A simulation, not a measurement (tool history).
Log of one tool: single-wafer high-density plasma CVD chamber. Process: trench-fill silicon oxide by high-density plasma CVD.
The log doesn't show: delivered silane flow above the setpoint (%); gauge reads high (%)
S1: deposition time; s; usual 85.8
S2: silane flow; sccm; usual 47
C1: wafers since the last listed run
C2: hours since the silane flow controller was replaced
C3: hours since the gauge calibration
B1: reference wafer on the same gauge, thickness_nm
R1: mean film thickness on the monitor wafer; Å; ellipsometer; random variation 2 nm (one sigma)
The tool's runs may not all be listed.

run	hour	S1	S2	C1	C2	C3	B1	R1
1	0.0	92.7	47	0	1454.4	902.3	310.894	3893.55
2	60.4	81.3	47	947	1514.8	962.7	309.974	3392.71
3	127.4	81.3	47	1051	1581.8	1029.7	309.665	3461.67
4	176.4	81.3	47	768	1630.8	1078.7	310.181	3404.46
5	244.8	85.8	47	1073	1699.2	1147.1	308.806	3574.45
6	351.1	85.8	47	1667	1805.5	1253.4	309.486	3596.51
7	397.9	85.8	47	734	1852.3	1300.2	310.066	3550.25
8	434.6	85.8	47	575	1889.0	1336.9	309.080	3616.49
9	478.5	85.8	47	688	1932.9	1380.8	309.137	3620.99
10	532.5	85.8	47	847	1986.9	1434.8	309.309	3610.21
11	569.2	85.8	50	575	2023.6	1471.5	308.588	3843.22
12	619.4	85.8	47	787	2073.8	1521.7	309.600	3576.52
13	668.4	85.8	47	768	2122.8	1570.7	308.534	3589.07
# hour 681.6: gauge calibrated
14	726.5	85.8	47	911	2180.9	44.9	316.365	3653.47
15	881.7	85.8	40	2434	2336.1	200.1	314.102	3133.25
16	931.4	82.3	47	779	2385.8	249.8	314.083	3492.23
# hour 963.4: silane flow controller replaced
17	998.4	92.7	47	925	35.0	316.8	312.873	3966.19
18	1067.0	78.8	51	1076	103.6	385.4	312.716	3640.79
19	1136.8	102.8	50	1095	173.4	455.2	311.186	4660.12
20	1174.7	98.8	53	594	211.3	493.1	311.913	4722.13
21	1200.4	85.8	47	403	237.0	518.8	311.896	3648.04
22	1265.5	85.8	47	1021	302.1	583.9	312.211	3642.30
23	1296.3	80.3	38	483	332.9	614.7	311.101	2756.20
24	1365.7	97.5	56	1088	402.3	684.1	311.525	4908.16
25	1393.4	102.5	51	434	430.0	711.8	310.847	4683.80
26	1456.4	102.2	47	988	493.0	774.8	309.691	4280.32
27	1490.3	85.8	47	531	526.9	808.7	310.374	3627.01
28	1547.1	100.0	52	891	583.7	865.5	309.870	4613.88
29	1581.8	85.8	40	544	618.4	900.2	309.818	3069.36
30	1635.5	73.5	53	842	672.1	953.9	309.948	3485.20
31	1693.6	94.0	39	911	730.2	1012.0	309.265	3257.88
32	1726.7	97.5	56	519	763.3	1045.1	310.558	4881.85
33	1783.5	69.8	43	891	820.1	1101.9	309.851	2660.11

3 ways to go on from here, each from the tool as it stands after run 33. What would each give?
A	1783.9	85.8	39	6	820.5	1102.3	?	?
B	1783.9	69.4	56	6	820.5	1102.3	?	?
C	1783.9	90.8	44	6	820.5	1102.3	?	?

run	B1	R1
A	310.497	2961.55
B	310.497	3439.66
C	310.497	3535.95
Without the tool's hidden state the same runs would have given:
run	R1
A	3031.83
B	3521.28
C	3619.85
